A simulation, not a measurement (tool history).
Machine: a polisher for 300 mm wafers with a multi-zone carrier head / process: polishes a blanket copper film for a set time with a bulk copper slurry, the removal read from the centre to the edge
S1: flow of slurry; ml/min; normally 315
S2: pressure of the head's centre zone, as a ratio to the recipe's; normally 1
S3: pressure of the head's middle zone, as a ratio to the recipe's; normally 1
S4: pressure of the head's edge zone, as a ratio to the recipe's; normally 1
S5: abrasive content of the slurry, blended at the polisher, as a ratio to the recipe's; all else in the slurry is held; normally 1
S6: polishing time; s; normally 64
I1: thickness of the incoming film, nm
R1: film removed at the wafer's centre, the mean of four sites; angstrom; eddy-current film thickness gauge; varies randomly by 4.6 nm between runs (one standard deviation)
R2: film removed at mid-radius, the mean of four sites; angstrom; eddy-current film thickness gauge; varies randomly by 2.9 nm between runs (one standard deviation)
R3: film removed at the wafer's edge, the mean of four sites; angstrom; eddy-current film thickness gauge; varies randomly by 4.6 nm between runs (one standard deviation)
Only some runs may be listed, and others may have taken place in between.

run	hour	S1	S2	S3	S4	S5	S6	I1	R1	R2	R3
1	0	315	1.03	1	1.03	1	64	3016.3	4550	4519	4560
# hour 17.2: worn pad replaced by a new one
# hour 85.7: carrier head's membrane replaced by a new one
2	86.2	315	1	1	1	1	57	3041.8	3947	4055	4003
# hour 105.8: slurry nozzle cleaned
3	161.3	315	1	1	1	1	57	2969.3	3886	4062	3941
4	242.6	315	1	1	1	1	64	3034	4437	4515	4500
# hour 247.6: worn pad replaced by a new one
# hour 296.8: centre zone pressure recalibrated
5	348.3	315	1	1	1	1	64	3021.2	4485	4552	4483
# hour 377.5: edge zone pressure recalibrated
6	398.7	315	1	1	1	0.75	59	2947.2	3786	3823	3803
# hour 420: slurry nozzle cleaned
7	437.1	315	0.93	1	1	1	64	3021.9	4282	4464	4516
# hour 448.2: worn pad replaced by a new one
8	517.8	315	0.93	1	1	1	64	2991.9	4299	4486	4453
# hour 575.5: carrier head's membrane replaced by a new one
9	576	315	1	1	1	1	64	2985.7	4460	4498	4469
10	666	315	1	0.96	1	1	64	3077.5	4383	4456	4389
# hour 675.6: worn pad replaced by a new one
11	706.5	275	0.91	1	1	1	64	3010.4	4164	4464	4410
# hour 750.3: slurry nozzle cleaned
12	764.2	315	0.93	1	1	1	64	3028.5	4254	4552	4510
# hour 830.4: centre zone pressure recalibrated
13	853.7	370	0.88	0.96	1	1.25	64	3050.6	4418	4783	4796
# hour 899.2: worn pad replaced by a new one
# hour 927: edge zone pressure recalibrated
14	937	315	1	1	1	1	57	2988.9	3924	4039	3953
15	1005.7	235	1	1.05	1	1	64	3042.6	4270	4534	4361
# hour 1072.1: carrier head's membrane replaced by a new one
16	1074	315	1.04	1	1.05	0.8	48	2976.6	3154	3172	3169

Branching from run 16: 5 alternative next runs. What would each branch give?
A	1074.4	315	0.89	1	1	1	64	3004.6	?	?	?
B	1074.4	315	1	1.03	1	0.75	80	3004.6	?	?	?
C	1074.4	315	1	1	1.06	1	64	3004.6	?	?	?
D	1074.4	395	1	1	1	1	75	3004.6	?	?	?
E	1074.4	315	1.11	1.12	1	1	74	3004.6	?	?	?

run	R1	R2	R3
A	4155	4495	4513
B	5067	5252	5170
C	4421	4493	4638
D	5291	5367	5367
E	5424	5609	5212
With the hidden condition removed and each run's random variation left untouched, the same runs would have given:
run	R1	R2	R3
A	4155	4495	4513
B	5067	5252	5170
C	4421	4493	4638
D	5291	5367	5367
E	5424	5609	5212

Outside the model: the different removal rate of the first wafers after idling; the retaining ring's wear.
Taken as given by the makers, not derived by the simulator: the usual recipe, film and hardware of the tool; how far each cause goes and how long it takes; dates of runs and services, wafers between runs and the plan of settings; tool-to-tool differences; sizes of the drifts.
